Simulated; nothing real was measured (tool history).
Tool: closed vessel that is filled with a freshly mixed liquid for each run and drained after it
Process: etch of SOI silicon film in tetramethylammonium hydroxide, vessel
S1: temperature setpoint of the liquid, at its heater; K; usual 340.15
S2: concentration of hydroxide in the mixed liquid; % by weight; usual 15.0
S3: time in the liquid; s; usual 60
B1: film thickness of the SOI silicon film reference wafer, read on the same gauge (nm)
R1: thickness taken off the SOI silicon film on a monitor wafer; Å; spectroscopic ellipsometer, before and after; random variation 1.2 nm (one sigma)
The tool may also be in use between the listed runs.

run    hour      S1    S2  S3      B1      R1
  1     0.0  340.15  15.0  60  119.99  2497.3
  2    54.5  340.15  15.0  60  120.00  2456.7
  3   110.4  340.15  15.0  60  119.99  2464.3
  4   136.0  334.15  15.0  60  119.99  1684.4
  5   200.1  334.15  15.0  60  120.00  1685.0
  6   233.1  338.65  15.0  60  120.02  2224.7
  7   297.0  338.65  15.0  60  120.01  2192.4
      311.6  -- thermometer replaced
  8   368.1  340.15  15.0  60  120.00  2319.3
  9   406.0  340.15  15.0  60  120.02  2274.3
 10   470.7  340.15  16.0  40  120.00  1461.6
 11   511.4  334.65  15.0  60  119.99  1602.2
      537.0  -- gauge calibrated
 12   554.7  340.15  12.0  80  119.98  3322.3
      587.1  -- thermometer replaced, repeated, since the last time left the tool worse
 13   708.7  344.65  17.0  60  119.98  3149.5
 14   765.6  340.15  10.5  50  120.01  2439.5
 15   820.3  344.15  15.0  60  119.99  3161.4
 16   863.0  340.15  15.0  60  120.00  2470.3
 17   888.7  340.15  15.0  60  120.00  2467.0
      896.9  -- hydroxide flow meter replaced
 18   937.5  346.15  17.5  60  120.01  3304.4
 19   986.2  340.15  17.0  85  120.03  3339.1
 20  1041.2  340.15  15.0  60  120.00  2430.3
     1048.9  -- thermometer replaced
 21  1077.9  340.15  15.0  60  120.01  2552.1
 22  1141.7  345.15  11.0  30  120.03  1956.5

4 ways to go on from here, each from the tool as it stands after run 22. What would each give?
  A  1142.4  340.15  15.0  60   ?   ?
  B  1142.4  347.65  15.0  30   ?   ?
  C  1142.4  340.15  18.0  80   ?   ?
  D  1142.4  340.15  12.0  90   ?   ?

run      B1      R1
  A  119.97  2545.9
  B  119.97  1974.3
  C  119.97  3180.0
  D  119.97  4250.3
Without the tool's hidden state the same runs would have given:
run      R1
  A  2574.9
  B  1995.9
  C  3216.3
  D  4298.8
